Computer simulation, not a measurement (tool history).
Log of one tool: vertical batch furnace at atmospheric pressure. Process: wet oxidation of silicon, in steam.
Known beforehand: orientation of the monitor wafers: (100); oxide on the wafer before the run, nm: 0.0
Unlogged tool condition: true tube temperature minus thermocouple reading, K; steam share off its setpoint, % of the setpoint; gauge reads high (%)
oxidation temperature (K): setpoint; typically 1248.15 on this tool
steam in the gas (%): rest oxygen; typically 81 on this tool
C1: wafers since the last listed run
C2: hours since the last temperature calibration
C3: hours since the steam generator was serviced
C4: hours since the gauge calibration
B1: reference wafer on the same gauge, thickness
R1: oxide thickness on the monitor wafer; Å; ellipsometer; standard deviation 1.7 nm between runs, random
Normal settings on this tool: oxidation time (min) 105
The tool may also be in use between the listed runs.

run 1 hour=0.0 | oxidation_temperature_(K)=1248.15 oxidation_time_(min)=105 steam_in_the_gas_(%)=81 | C1=0 C2=1552.1 C3=3352.8 C4=16.7 | B1=439.75 | R1=4324.0
run 2 hour=24.7 | oxidation_temperature_(K)=1248.15 oxidation_time_(min)=105 steam_in_the_gas_(%)=81 | C1=469 C2=1576.8 C3=3377.5 C4=41.4 | B1=439.26 | R1=4305.4
run 3 hour=49.4 | oxidation_temperature_(K)=1248.15 oxidation_time_(min)=105 steam_in_the_gas_(%)=81 | C1=469 C2=1601.5 C3=3402.2 C4=66.1 | B1=439.16 | R1=4273.4
run 4 hour=88.8 | oxidation_temperature_(K)=1248.15 oxidation_time_(min)=105 steam_in_the_gas_(%)=81 | C1=749 C2=1640.9 C3=3441.6 C4=105.5 | B1=438.42 | R1=4279.3
run 5 hour=117.0 | oxidation_temperature_(K)=1248.15 oxidation_time_(min)=105 steam_in_the_gas_(%)=81 | C1=536 C2=1669.1 C3=3469.8 C4=133.7 | B1=437.57 | R1=4265.6
run 6 hour=156.3 | oxidation_temperature_(K)=1248.15 oxidation_time_(min)=105 steam_in_the_gas_(%)=81 | C1=747 C2=1708.4 C3=3509.1 C4=173.0 | B1=437.28 | R1=4256.1
run 7 hour=197.0 | oxidation_temperature_(K)=1248.15 oxidation_time_(min)=105 steam_in_the_gas_(%)=81 | C1=774 C2=1749.1 C3=3549.8 C4=213.7 | B1=436.47 | R1=4237.8
run 8 hour=338.8 | oxidation_temperature_(K)=1248.15 oxidation_time_(min)=105 steam_in_the_gas_(%)=81 | C1=2696 C2=1890.9 C3=3691.6 C4=355.5 | B1=434.38 | R1=4223.3
run 9 hour=386.4 | oxidation_temperature_(K)=1248.15 oxidation_time_(min)=105 steam_in_the_gas_(%)=81 | C1=905 C2=1938.5 C3=3739.2 C4=403.1 | B1=434.00 | R1=4223.4
-- hour=460.3 steam generator serviced
run 10 hour=460.8 | oxidation_temperature_(K)=1248.15 oxidation_time_(min)=105 steam_in_the_gas_(%)=81 | C1=958 C2=2012.9 C3=0.5 C4=477.5 | B1=432.68 | R1=4222.8
run 11 hour=484.5 | oxidation_temperature_(K)=1248.15 oxidation_time_(min)=105 steam_in_the_gas_(%)=81 | C1=450 C2=2036.6 C3=24.2 C4=501.2 | B1=432.75 | R1=4217.5
-- hour=558.6 thermocouples replaced and temperature profile calibrated
run 12 hour=586.1 | oxidation_temperature_(K)=1248.15 oxidation_time_(min)=105 steam_in_the_gas_(%)=81 | C1=1475 C2=27.5 C3=125.8 C4=602.8 | B1=431.85 | R1=4214.1
run 13 hour=621.1 | oxidation_temperature_(K)=1248.15 oxidation_time_(min)=105 steam_in_the_gas_(%)=81 | C1=665 C2=62.5 C3=160.8 C4=637.8 | B1=432.41 | R1=4195.5
run 14 hour=688.4 | oxidation_temperature_(K)=1235.15 oxidation_time_(min)=105 steam_in_the_gas_(%)=81 | C1=1279 C2=129.8 C3=228.1 C4=705.1 | B1=431.50 | R1=3766.5

Expected results for the next run?
run 15 hour=721.3 | oxidation_temperature_(K)=1248.15 oxidation_time_(min)=105 steam_in_the_gas_(%)=81 | C1=625 C2=162.7 C3=261.0 C4=738.0 | B1=? | R1=?

B1: 431.99
R1: 4204.2 Å
Were there no unlogged condition in the tool, this run, its random variation unchanged, would have produced R1 4292.1 Å.

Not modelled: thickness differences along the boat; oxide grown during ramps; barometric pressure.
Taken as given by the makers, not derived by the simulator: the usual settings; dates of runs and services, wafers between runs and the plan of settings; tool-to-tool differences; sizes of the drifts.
